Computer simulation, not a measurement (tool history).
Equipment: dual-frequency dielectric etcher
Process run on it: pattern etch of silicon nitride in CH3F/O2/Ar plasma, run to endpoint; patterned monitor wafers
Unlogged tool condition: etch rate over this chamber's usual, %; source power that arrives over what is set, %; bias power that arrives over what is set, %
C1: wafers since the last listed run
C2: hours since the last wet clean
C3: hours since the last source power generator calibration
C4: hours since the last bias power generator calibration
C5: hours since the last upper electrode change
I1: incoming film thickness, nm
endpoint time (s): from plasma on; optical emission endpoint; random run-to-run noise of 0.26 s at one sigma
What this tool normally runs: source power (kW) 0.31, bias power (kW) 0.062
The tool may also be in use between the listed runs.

Run 1, day 0: usual settings; C1 0; C2 172.1; C3 4774.4; C4 4953.8; C5 5247.2; I1 19.08. Result: endpoint time (s) 34.5.
Run 2, day 2.475: usual settings; C1 699; C2 231.5; C3 4833.8; C4 5013.2; C5 5306.6; I1 19.16. Result: endpoint time (s) 35.1.
Run 3, day 3.896: usual settings; C1 401; C2 265.6; C3 4867.9; C4 5047.3; C5 5340.7; I1 19.1. Result: endpoint time (s) 34.6.
Run 4, day 4.467: usual settings; C1 161; C2 279.3; C3 4881.6; C4 5061; C5 5354.4; I1 19.22. Result: endpoint time (s) 34.8.
Run 5, day 5.329: usual settings; C1 243; C2 300; C3 4902.3; C4 5081.7; C5 5375.1; I1 19.11. Result: endpoint time (s) 34.7.
Run 6, day 6.146: usual settings but bias power (kW) 0.051; C1 230; C2 319.6; C3 4921.9; C4 5101.3; C5 5394.7; I1 19.09. Result: endpoint time (s) 39.1.
Run 7, day 6.883: usual settings but bias power (kW) 0.051; C1 208; C2 337.3; C3 4939.6; C4 5119; C5 5412.4; I1 19.13. Result: endpoint time (s) 38.5.
Run 8, day 8.183: usual settings but bias power (kW) 0.051; C1 367; C2 368.5; C3 4970.8; C4 5150.2; C5 5443.6; I1 19.21. Result: endpoint time (s) 39.3.
At day 9.596: wet clean of the chamber.
Run 9, day 9.617: usual settings but source power (kW) 0.25; C1 122; C2 0.5; C3 5005.2; C4 5184.6; C5 5478; I1 19. Result: endpoint time (s) 37.1.
Run 10, day 10.654: usual settings but source power (kW) 0.25; C1 293; C2 25.4; C3 5030.1; C4 5209.5; C5 5502.9; I1 19.09. Result: endpoint time (s) 37.
Run 11, day 11.512: usual settings but source power (kW) 0.35; C1 242; C2 46; C3 5050.7; C4 5230.1; C5 5523.5; I1 19.13. Result: endpoint time (s) 33.2.
Run 12, day 12.617: usual settings but source power (kW) 0.35; C1 311; C2 72.5; C3 5077.2; C4 5256.6; C5 5550; I1 19.08. Result: endpoint time (s) 33.6.
Run 13, day 13.446: usual settings but source power (kW) 0.35; C1 234; C2 92.4; C3 5097.1; C4 5276.5; C5 5569.9; I1 19.01. Result: endpoint time (s) 33.6.
Run 14, day 14.888: usual settings but bias power (kW) 0.066; C1 407; C2 127; C3 5131.7; C4 5311.1; C5 5604.5; I1 19.03. Result: endpoint time (s) 33.9.
At day 17.083: source power generator calibrated.
Run 15, day 17.104: usual settings but bias power (kW) 0.066; C1 579; C2 180.2; C3 0.5; C4 5364.3; C5 5657.7; I1 19.05. Result: endpoint time (s) 33.3.
Run 16, day 18.512: usual settings but source power (kW) 0.35, bias power (kW) 0.077; C1 397; C2 214; C3 34.3; C4 5398.1; C5 5691.5; I1 19.12. Result: endpoint time (s) 30.
At day 19.867: upper electrode replaced.
Run 17, day 19.888: usual settings; C1 105; C2 247; C3 67.3; C4 5431.1; C5 0.5; I1 19.14. Result: endpoint time (s) 34.9.
Run 18, day 19.967: usual settings but source power (kW) 0.26, bias power (kW) 0.077; C1 22; C2 248.9; C3 69.2; C4 5433; C5 2.4; I1 19.2. Result: endpoint time (s) 32.8.
Run 19, day 20.538: usual settings but source power (kW) 0.39, bias power (kW) 0.072; C1 161; C2 262.6; C3 82.9; C4 5446.7; C5 16.1; I1 19.09. Result: endpoint time (s) 29.8.
Run 20, day 21.183: usual settings but source power (kW) 0.36, bias power (kW) 0.047; C1 182; C2 278.1; C3 98.4; C4 5462.2; C5 31.6; I1 19.06. Result: endpoint time (s) 38.8.
At day 22.1: bias power generator calibrated.
Run 21, day 22.483: usual settings but source power (kW) 0.26, bias power (kW) 0.049; C1 320; C2 309.3; C3 129.6; C4 9.2; C5 62.8; I1 19.12. Result: endpoint time (s) 41.9.
Run 22, day 23.217: usual settings but source power (kW) 0.26, bias power (kW) 0.051; C1 207; C2 326.9; C3 147.2; C4 26.8; C5 80.4; I1 19.04. Result: endpoint time (s) 40.8.
Run 23, day 24.167: usual settings but bias power (kW) 0.068; C1 268; C2 349.7; C3 170; C4 49.6; C5 103.2; I1 19.08. Result: endpoint time (s) 32.8.
At day 26.246: wet clean of the chamber.
Run 24, day 26.267: usual settings but source power (kW) 0.33, bias power (kW) 0.068; C1 310; C2 0.5; C3 220.4; C4 100; C5 153.6; I1 19.31. Result: endpoint time (s) 33.
Run 25, day 29.012: usual settings but source power (kW) 0.27, bias power (kW) 0.048; C1 775; C2 66.4; C3 286.3; C4 165.9; C5 219.5; I1 19.04. Result: endpoint time (s) 41.8.
Run 26, day 30.229: usual settings but source power (kW) 0.23, bias power (kW) 0.069; C1 343; C2 95.6; C3 315.5; C4 195.1; C5 248.7; I1 19.05. Result: endpoint time (s) 35.3.
Run 27, day 30.775: usual settings; C1 154; C2 108.7; C3 328.6; C4 208.2; C5 261.8; I1 19.36. Result: endpoint time (s) 34.7.
Run 28, day 31.592: usual settings; C1 230; C2 128.3; C3 348.2; C4 227.8; C5 281.4; I1 19.2. Result: endpoint time (s) 35.
Run 29, day 32.262: usual settings but source power (kW) 0.28, bias power (kW) 0.069; C1 189; C2 144.4; C3 364.3; C4 243.9; C5 297.5; I1 19.16. Result: endpoint time (s) 34.
Run 30, day 32.975: usual settings but source power (kW) 0.34, bias power (kW) 0.048; C1 201; C2 161.5; C3 381.4; C4 261; C5 314.6; I1 18.92. Result: endpoint time (s) 38.9.
Run 31, day 34.146: usual settings but source power (kW) 0.34, bias power (kW) 0.066; C1 330; C2 189.6; C3 409.5; C4 289.1; C5 342.7; I1 19.1. Result: endpoint time (s) 32.8.
Run 32, day 35.329: usual settings but source power (kW) 0.38, bias power (kW) 0.068; C1 334; C2 218; C3 437.9; C4 317.5; C5 371.1; I1 18.97. Result: endpoint time (s) 31.
Run 33, day 36.733: usual settings but source power (kW) 0.23, bias power (kW) 0.046; C1 396; C2 251.7; C3 471.6; C4 351.2; C5 404.8; I1 19.12. Result: endpoint time (s) 44.6.
Run 34, day 37.258: usual settings; C1 148; C2 264.3; C3 484.2; C4 363.8; C5 417.4; I1 19.16. Result: endpoint time (s) 34.9.
Run 35, day 38.308: usual settings but source power (kW) 0.28, bias power (kW) 0.07; C1 296; C2 289.5; C3 509.4; C4 389; C5 442.6; I1 19.08. Result: endpoint time (s) 33.5.
Run 36, day 38.983: usual settings but source power (kW) 0.35, bias power (kW) 0.051; C1 190; C2 305.7; C3 525.6; C4 405.2; C5 458.8; I1 19.09. Result: endpoint time (s) 37.1.

3 options for the next run, each taken on its own from the tool as it stands now. Forecast them:
Run A, day 39: usual settings; C1 4; C2 306.1; C3 526; C4 405.6; C5 459.2; I1 19.02. Result: endpoint time (s) ?.
Run B, day 39: usual settings but source power (kW) 0.29, bias power (kW) 0.069; C1 4; C2 306.1; C3 526; C4 405.6; C5 459.2; I1 19.02. Result: endpoint time (s) ?.
Run C, day 39: usual settings but source power (kW) 0.37, bias power (kW) 0.057; C1 4; C2 306.1; C3 526; C4 405.6; C5 459.2; I1 19.02. Result: endpoint time (s) ?.

run  endpoint time (s)
  A               34.7
  B               33.4
  C               34.5
The same runs, with their run-to-run variation unchanged, on a tool lacking any hidden condition would have given:
run  endpoint time (s)
  A               34.7
  B               33.4
  C               34.5
